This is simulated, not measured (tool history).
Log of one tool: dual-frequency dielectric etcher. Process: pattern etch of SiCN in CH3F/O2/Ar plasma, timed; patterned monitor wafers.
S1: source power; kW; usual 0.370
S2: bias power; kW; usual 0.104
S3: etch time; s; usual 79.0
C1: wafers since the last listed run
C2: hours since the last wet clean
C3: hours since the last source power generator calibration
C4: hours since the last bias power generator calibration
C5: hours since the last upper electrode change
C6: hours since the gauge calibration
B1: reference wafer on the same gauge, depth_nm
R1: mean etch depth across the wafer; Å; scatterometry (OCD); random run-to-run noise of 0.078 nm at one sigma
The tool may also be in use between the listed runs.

run	day	S1	S2	S3	C1	C2	C3	C4	C5	C6	B1	R1
1	0.000	0.370	0.104	79.0	0	203.1	1592.3	1932.0	2520.5	179.6	37.09	326.9
# day 0.517: gauge calibrated
2	0.529	0.370	0.097	79.0	89	215.8	1605.0	1944.7	2533.2	0.3	37.10	318.1
3	0.962	0.370	0.104	79.0	72	226.2	1615.4	1955.1	2543.6	10.7	37.10	325.6
4	1.600	0.370	0.104	79.0	107	241.5	1630.7	1970.4	2558.9	26.0	37.09	326.8
5	1.950	0.370	0.104	79.0	58	249.9	1639.1	1978.8	2567.3	34.4	37.12	325.6
6	2.612	0.340	0.104	64.0	111	265.8	1655.0	1994.7	2583.2	50.3	37.11	254.9
7	3.283	0.340	0.104	64.0	112	281.9	1671.1	2010.8	2599.3	66.4	37.10	253.2
8	3.992	0.370	0.098	91.5	119	298.9	1688.1	2027.8	2616.3	83.4	37.09	369.5
9	4.292	0.370	0.098	91.5	50	306.1	1695.3	2035.0	2623.5	90.6	37.10	368.3
# day 5.392: upper electrode replaced
10	5.412	0.370	0.098	91.5	20	333.0	1722.2	2061.9	0.5	117.5	37.10	370.2
11	5.425	0.370	0.104	79.0	2	333.3	1722.5	2062.2	0.8	117.8	37.10	326.3
12	5.438	0.370	0.104	79.0	2	333.6	1722.8	2062.5	1.1	118.1	37.11	326.2
# day 6.738: wet clean of the chamber
13	6.758	0.340	0.104	79.0	53	0.5	1754.5	2094.2	32.8	149.8	37.11	313.2
14	6.771	0.290	0.120	101.0	2	0.8	1754.8	2094.5	33.1	150.1	37.09	392.6
15	6.888	0.350	0.113	72.0	19	3.6	1757.6	2097.3	35.9	152.9	37.12	299.3
# day 7.104: source power generator calibrated
16	7.296	0.370	0.104	79.0	40	13.4	4.6	2107.1	45.7	162.7	37.10	326.2
17	7.629	0.460	0.078	57.5	56	21.4	12.6	2115.1	53.7	170.7	37.11	235.6
18	8.025	0.350	0.104	79.0	66	30.9	22.1	2124.6	63.2	180.2	37.11	317.3
19	8.621	0.440	0.111	95.5	100	45.2	36.4	2138.9	77.5	194.5	37.12	438.0
# day 8.992: gauge calibrated
# day 9.008: bias power generator calibrated
20	9.029	0.460	0.085	79.0	40	55.0	46.2	0.5	87.3	0.9	37.10	334.5
21	9.692	0.370	0.104	79.0	111	70.9	62.1	16.4	103.2	16.8	37.09	328.3
22	10.046	0.340	0.104	64.0	59	79.4	70.6	24.9	111.7	25.3	37.10	253.1
23	10.750	0.370	0.104	79.0	118	96.3	87.5	41.8	128.6	42.2	37.10	325.9
24	11.354	0.340	0.084	79.0	101	110.8	102.0	56.3	143.1	56.7	37.10	290.6
25	12.038	0.370	0.104	79.0	114	127.2	118.4	72.7	159.5	73.1	37.09	326.0

5 options for the next run, each taken on its own from the tool as it stands now. Forecast them:
A	12.054	0.370	0.104	79.0	2	127.6	118.8	73.1	159.9	73.5	?	?
B	12.054	0.430	0.119	86.5	2	127.6	118.8	73.1	159.9	73.5	?	?
C	12.054	0.320	0.125	70.0	2	127.6	118.8	73.1	159.9	73.5	?	?
D	12.054	0.310	0.123	72.0	2	127.6	118.8	73.1	159.9	73.5	?	?
E	12.054	0.310	0.095	92.5	2	127.6	118.8	73.1	159.9	73.5	?	?

run	B1	R1
A	37.10	327.0
B	37.10	403.7
C	37.10	290.7
D	37.10	292.6
E	37.10	340.0
Without the tool's unlogged condition, the same runs would have read:
run	R1
A	327.0
B	403.7
C	290.7
D	292.6
E	340.0

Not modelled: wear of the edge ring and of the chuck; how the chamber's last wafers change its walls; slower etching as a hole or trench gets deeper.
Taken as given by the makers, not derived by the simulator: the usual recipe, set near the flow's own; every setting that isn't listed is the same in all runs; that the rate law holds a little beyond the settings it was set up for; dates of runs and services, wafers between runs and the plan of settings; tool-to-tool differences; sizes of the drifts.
